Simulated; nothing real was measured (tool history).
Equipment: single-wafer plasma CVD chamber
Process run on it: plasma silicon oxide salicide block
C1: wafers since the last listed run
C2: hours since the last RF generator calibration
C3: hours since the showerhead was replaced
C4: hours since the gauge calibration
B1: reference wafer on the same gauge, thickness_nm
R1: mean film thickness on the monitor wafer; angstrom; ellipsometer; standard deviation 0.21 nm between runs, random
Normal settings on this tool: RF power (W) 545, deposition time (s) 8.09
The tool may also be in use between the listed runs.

{"run": 1, "day": 0.0, "RF power (W)": 545, "deposition time (s)": 8.09, "C1": 0, "C2": 480.1, "C3": 4279.3, "C4": 1532.1, "B1": 67.772, "R1": 785.26}
{"run": 2, "day": 13.138, "RF power (W)": 545, "deposition time (s)": 8.09, "C1": 12416, "C2": 795.4, "C3": 4594.6, "C4": 1847.4, "B1": 67.83, "R1": 782.04}
{"run": 3, "day": 15.492, "RF power (W)": 545, "deposition time (s)": 8.09, "C1": 2224, "C2": 851.9, "C3": 4651.1, "C4": 1903.9, "B1": 67.874, "R1": 783.94}
{"run": 4, "day": 19.808, "RF power (W)": 545, "deposition time (s)": 8.09, "C1": 4079, "C2": 955.5, "C3": 4754.7, "C4": 2007.5, "B1": 67.787, "R1": 784.43}
{"run": 5, "day": 24.112, "RF power (W)": 490, "deposition time (s)": 8.09, "C1": 4067, "C2": 1058.8, "C3": 4858.0, "C4": 2110.8, "B1": 67.85, "R1": 763.25}
{"day": 27.412, "done": "gauge calibrated"}
{"run": 6, "day": 27.546, "RF power (W)": 570, "deposition time (s)": 7.28, "C1": 3244, "C2": 1141.2, "C3": 4940.4, "C4": 3.2, "B1": 67.759, "R1": 705.27}
{"run": 7, "day": 29.388, "RF power (W)": 570, "deposition time (s)": 7.28, "C1": 1740, "C2": 1185.4, "C3": 4984.6, "C4": 47.4, "B1": 67.819, "R1": 703.92}
{"day": 30.2, "done": "RF generator calibrated"}
{"run": 8, "day": 33.654, "RF power (W)": 545, "deposition time (s)": 8.09, "C1": 3717, "C2": 82.9, "C3": 5087.0, "C4": 149.8, "B1": 67.88, "R1": 791.46}
{"day": 34.062, "done": "showerhead replaced"}
{"run": 9, "day": 36.742, "RF power (W)": 545, "deposition time (s)": 8.09, "C1": 2602, "C2": 157.0, "C3": 64.3, "C4": 223.9, "B1": 67.809, "R1": 791.87}
{"run": 10, "day": 38.388, "RF power (W)": 545, "deposition time (s)": 8.09, "C1": 1555, "C2": 196.5, "C3": 103.8, "C4": 263.4, "B1": 67.834, "R1": 790.89}
{"run": 11, "day": 42.058, "RF power (W)": 465, "deposition time (s)": 7.54, "C1": 3469, "C2": 284.6, "C3": 191.9, "C4": 351.5, "B1": 67.749, "R1": 712.79}
{"run": 12, "day": 45.95, "RF power (W)": 545, "deposition time (s)": 8.79, "C1": 3677, "C2": 378.0, "C3": 285.3, "C4": 444.9, "B1": 67.779, "R1": 857.38}
{"run": 13, "day": 50.075, "RF power (W)": 610, "deposition time (s)": 7.45, "C1": 3898, "C2": 477.0, "C3": 384.3, "C4": 543.9, "B1": 67.813, "R1": 744.43}
{"run": 14, "day": 53.008, "RF power (W)": 630, "deposition time (s)": 6.76, "C1": 2772, "C2": 547.4, "C3": 454.7, "C4": 614.3, "B1": 67.786, "R1": 679.06}
{"run": 15, "day": 55.4, "RF power (W)": 635, "deposition time (s)": 8.09, "C1": 2260, "C2": 604.8, "C3": 512.1, "C4": 671.7, "B1": 67.804, "R1": 816.56}
{"run": 16, "day": 57.708, "RF power (W)": 545, "deposition time (s)": 6.78, "C1": 2181, "C2": 660.2, "C3": 567.5, "C4": 727.1, "B1": 67.834, "R1": 658.37}
{"run": 17, "day": 66.458, "RF power (W)": 545, "deposition time (s)": 8.09, "C1": 8269, "C2": 870.2, "C3": 777.5, "C4": 937.1, "B1": 67.814, "R1": 779.93}
{"day": 69.279, "done": "RF generator calibrated"}
{"run": 18, "day": 70.338, "RF power (W)": 545, "deposition time (s)": 8.09, "C1": 3351, "C2": 25.4, "C3": 870.6, "C4": 1030.2, "B1": 67.823, "R1": 791.34}
{"run": 19, "day": 72.967, "RF power (W)": 645, "deposition time (s)": 7.05, "C1": 2484, "C2": 88.5, "C3": 933.7, "C4": 1093.3, "B1": 67.821, "R1": 712.4}
{"run": 20, "day": 77.521, "RF power (W)": 485, "deposition time (s)": 8.09, "C1": 4304, "C2": 197.8, "C3": 1043.0, "C4": 1202.6, "B1": 67.817, "R1": 770.65}

4 ways to go on from here, each from the tool as it stands after run 20. What would each give?
{"run": "A", "day": 77.538, "RF power (W)": 545, "deposition time (s)": 8.09, "C1": 15, "C2": 198.2, "C3": 1043.4, "C4": 1203.0, "B1": "?", "R1": "?"}
{"run": "B", "day": 77.538, "RF power (W)": 630, "deposition time (s)": 9.19, "C1": 15, "C2": 198.2, "C3": 1043.4, "C4": 1203.0, "B1": "?", "R1": "?"}
{"run": "C", "day": 77.538, "RF power (W)": 640, "deposition time (s)": 9.31, "C1": 15, "C2": 198.2, "C3": 1043.4, "C4": 1203.0, "B1": "?", "R1": "?"}
{"run": "D", "day": 77.538, "RF power (W)": 505, "deposition time (s)": 8.09, "C1": 15, "C2": 198.2, "C3": 1043.4, "C4": 1203.0, "B1": "?", "R1": "?"}

run=A B1=67.764 R1=792.86
run=B B1=67.764 R1=929.81
run=C B1=67.764 R1=945.29
run=D B1=67.764 R1=780.09
Without the tool's unlogged condition, the same runs would have read:
run=A R1=794.35
run=B R1=931.55
run=C R1=947.06
run=D R1=781.55
